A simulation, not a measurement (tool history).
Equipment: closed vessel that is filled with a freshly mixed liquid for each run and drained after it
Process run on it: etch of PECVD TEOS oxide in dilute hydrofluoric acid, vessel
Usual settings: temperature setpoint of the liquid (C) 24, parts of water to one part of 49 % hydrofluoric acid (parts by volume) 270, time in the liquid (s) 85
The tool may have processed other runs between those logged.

run    hour  temperature setpoint of the liquid (C)  parts of water to one part of 49 % hydrofluoric acid (parts by volume)  time in the liquid (s)  read-back film thickness of the PECVD TEOS oxide reference wafer, read on the same gauge (nm)  thickness taken off the PECVD TEOS oxide on a monitor wafer (Å)
  1       0                                      24                                                                     270                     100                                                                                         130.01                                                             78.7
  2    84.7                                      24                                                                     270                     100                                                                                         129.99                                                             78.3
  3   159.5                                      24                                                                     270                      85                                                                                            130                                                             67.6
  4   239.3                                      24                                                                     270                      85                                                                                         129.99                                                             67.1
  5   299.3                                      24                                                                     270                      85                                                                                         129.99                                                             67.3
  6   382.3                                      24                                                                     270                      85                                                                                         129.98                                                             67.4
  7   462.4                                      24                                                                     170                      85                                                                                         129.99                                                            117.8
  8   567.5                                      24                                                                     170                      85                                                                                            130                                                            119.1
  9   613.8                                      24                                                                     170                      85                                                                                            130                                                              120
        657  -- thermometer replaced
 10   877.3                                      24                                                                     270                      85                                                                                         130.03                                                             67.5
 11   956.3                                      24                                                                     325                      75                                                                                            130                                                             46.1
 12  1062.1                                      24                                                                     325                      75                                                                                            130                                                             46.4
 13  1162.8                                      29                                                                     145                     105                                                                                            130                                                            214.5
 14    1241                                      24                                                                     270                      85                                                                                         129.99                                                             67.2
 15  1300.1                                    21.5                                                                     375                      60                                                                                         129.98                                                             28.7
     1303.3  -- thermometer replaced
     1384.6  -- gauge calibrated
 16  1459.7                                    22.5                                                                     270                      85                                                                                            130                                                             63.7
 17  1515.7                                      27                                                                     230                     120                                                                                         130.01                                                            128.3
     1533.2  -- hydrofluoric acid flow meter replaced
 18  1592.5                                      24                                                                     325                      75                                                                                         129.99                                                             47.1
 19    1651                                      24                                                                     270                      50                                                                                         130.02                                                               40
 20  1732.7                                      21                                                                     165                      45                                                                                         130.01                                                             57.5
 21  1802.7                                    26.5                                                                     270                     130                                                                                            130                                                            111.7
 22  1885.8                                      24                                                                     270                      85                                                                                         130.01                                                             66.5
 23  1932.7                                    20.5                                                                     185                      85                                                                                            130                                                             93.6
 24  2031.6                                      24                                                                     270                      65                                                                                         130.01                                                             51.5
 25  2076.7                                      24                                                                     160                      85                                                                                            130                                                            125.8

List, for all runs, the conditions of the tool that the log does not record:
liquid hotter than its thermometer reads (K): 0 on each run
hydrofluoric acid flow above the setpoint (%): 0 on each run
gauge reads high (%): 0 on each run
